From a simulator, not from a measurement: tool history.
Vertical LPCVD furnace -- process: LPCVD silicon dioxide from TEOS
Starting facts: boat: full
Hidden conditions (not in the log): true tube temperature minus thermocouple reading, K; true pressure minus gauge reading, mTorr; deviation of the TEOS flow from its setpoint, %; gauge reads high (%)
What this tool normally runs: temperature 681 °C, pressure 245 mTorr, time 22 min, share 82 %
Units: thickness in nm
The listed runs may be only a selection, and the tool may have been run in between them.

| run | hour | temperature | pressure | time | share | wafers since the last listed run | hours since the last temperature calibration | hours since the pressure gauge was zeroed | hours since the TEOS flow controller was replaced | hours since the gauge calibration | read-back reference wafer on the same gauge, thickness | thickness |
|---|---|---|---|---|---|---|---|---|---|---|---|---|
| 1 | 0 | 681 | 245 | 22 | 82 | 0 | 1830.1 | 516.5 | 5089.6 | 419.5 | 108.91 | 98.73 |
| 2 | 58.5 | 681 | 245 | 22 | 82 | 533 | 1888.6 | 575 | 5148.1 | 478 | 108.8 | 98.97 |
| 3 | 95.2 | 681 | 245 | 22 | 82 | 334 | 1925.3 | 611.7 | 5184.8 | 514.7 | 108.91 | 99.14 |
| 4 | 167.8 | 681 | 245 | 22 | 82 | 661 | 1997.9 | 684.3 | 5257.4 | 587.3 | 108.96 | 98.66 |
| 5 | 272.6 | 681 | 265 | 22 | 82 | 955 | 2102.7 | 789.1 | 5362.2 | 692.1 | 108.88 | 102.56 |
| 6 | 345 | 681 | 265 | 22 | 82 | 660 | 2175.1 | 861.5 | 5434.6 | 764.5 | 108.85 | 102.76 |
| 7 | 441.8 | 681 | 265 | 22 | 82 | 882 | 2271.9 | 958.3 | 5531.4 | 861.3 | 108.95 | 102.95 |
| 8 | 477.9 | 681 | 245 | 22 | 82 | 329 | 2308 | 994.4 | 5567.5 | 897.4 | 108.95 | 99.16 |
| 9 | 522.4 | 681 | 245 | 22 | 82 | 405 | 2352.5 | 1038.9 | 5612 | 941.9 | 108.91 | 98.78 |
| 10 | 610.8 | 681 | 245 | 22 | 82 | 805 | 2440.9 | 1127.3 | 5700.4 | 1030.3 | 108.9 | 98.99 |
|  | 626.5 | gauge calibrated |
|  | 640.4 | thermocouples replaced and temperature profile calibrated |
| 11 | 683.2 | 685 | 245 | 22 | 82 | 441 | 42.8 | 1199.7 | 5772.8 | 56.7 | 108.92 | 105.03 |
| 12 | 722.2 | 681 | 245 | 22 | 82 | 355 | 81.8 | 1238.7 | 5811.8 | 95.7 | 108.85 | 95.43 |
| 13 | 800.3 | 681 | 245 | 22 | 82 | 712 | 159.9 | 1316.8 | 5889.9 | 173.8 | 108.93 | 95.35 |
| 14 | 906.9 | 678 | 245 | 22 | 76 | 971 | 266.5 | 1423.4 | 5996.5 | 280.4 | 108.94 | 85.28 |
| 15 | 999 | 681 | 245 | 22 | 82 | 839 | 358.6 | 1515.5 | 6088.6 | 372.5 | 108.95 | 95.69 |
| 16 | 1096.2 | 681 | 245 | 22 | 82 | 886 | 455.8 | 1612.7 | 6185.8 | 469.7 | 108.83 | 95.83 |
| 17 | 1137.6 | 678 | 265 | 29.5 | 68 | 377 | 497.2 | 1654.1 | 6227.2 | 511.1 | 108.95 | 113.54 |
|  | 1201.5 | TEOS flow controller replaced |
|  | 1214.7 | pressure gauge zeroed |
| 18 | 1215.2 | 681 | 280 | 22 | 66 | 368 | 574.8 | 0.5 | 13.7 | 588.7 | 108.94 | 94.19 |
| 19 | 1301.9 | 686 | 245 | 19.5 | 82 | 790 | 661.5 | 87.2 | 100.4 | 675.4 | 108.89 | 98.25 |
| 20 | 1341.4 | 681 | 280 | 22 | 74 | 360 | 701 | 126.7 | 139.9 | 714.9 | 108.92 | 99.37 |
| 21 | 1397.3 | 681 | 295 | 25 | 82 | 509 | 756.9 | 182.6 | 195.8 | 770.8 | 108.9 | 122.28 |
| 22 | 1482.2 | 681 | 275 | 14.5 | 82 | 774 | 841.8 | 267.5 | 280.7 | 855.7 | 108.94 | 68.48 |
|  | 1543.6 | gauge calibrated |
| 23 | 1547.8 | 685 | 245 | 25.5 | 82 | 598 | 907.4 | 333.1 | 346.3 | 4.2 | 108.82 | 125.09 |
| 24 | 1610.2 | 675 | 245 | 22 | 72 | 568 | 969.8 | 395.5 | 408.7 | 66.6 | 108.91 | 78.67 |
| 25 | 1704.3 | 681 | 245 | 22 | 82 | 857 | 1063.9 | 489.6 | 502.8 | 160.7 | 108.8 | 96.95 |
| 26 | 1748.2 | 681 | 185 | 17.5 | 82 | 400 | 1107.8 | 533.5 | 546.7 | 204.6 | 108.81 | 66.64 |

Here are 3 independent what-if runs from the current tool condition. What would each one return?
| A | 1752.8 | 681 | 245 | 28.5 | 82 | 41 | 1112.4 | 538.1 | 551.3 | 209.2 | ? | ? |
| B | 1752.8 | 681 | 195 | 22 | 82 | 41 | 1112.4 | 538.1 | 551.3 | 209.2 | ? | ? |
| C | 1752.8 | 673 | 245 | 15 | 96 | 41 | 1112.4 | 538.1 | 551.3 | 209.2 | ? | ? |

| run | read-back reference wafer on the same gauge, thickness | thickness |
|---|---|---|
| A | 108.88 | 126.66 |
| B | 108.88 | 86.82 |
| C | 108.88 | 59.36 |
Without the tool's unlogged condition, the same runs would have read:
| run | thickness |
|---|---|
| A | 125.43 |
| B | 86.38 |
| C | 58.76 |
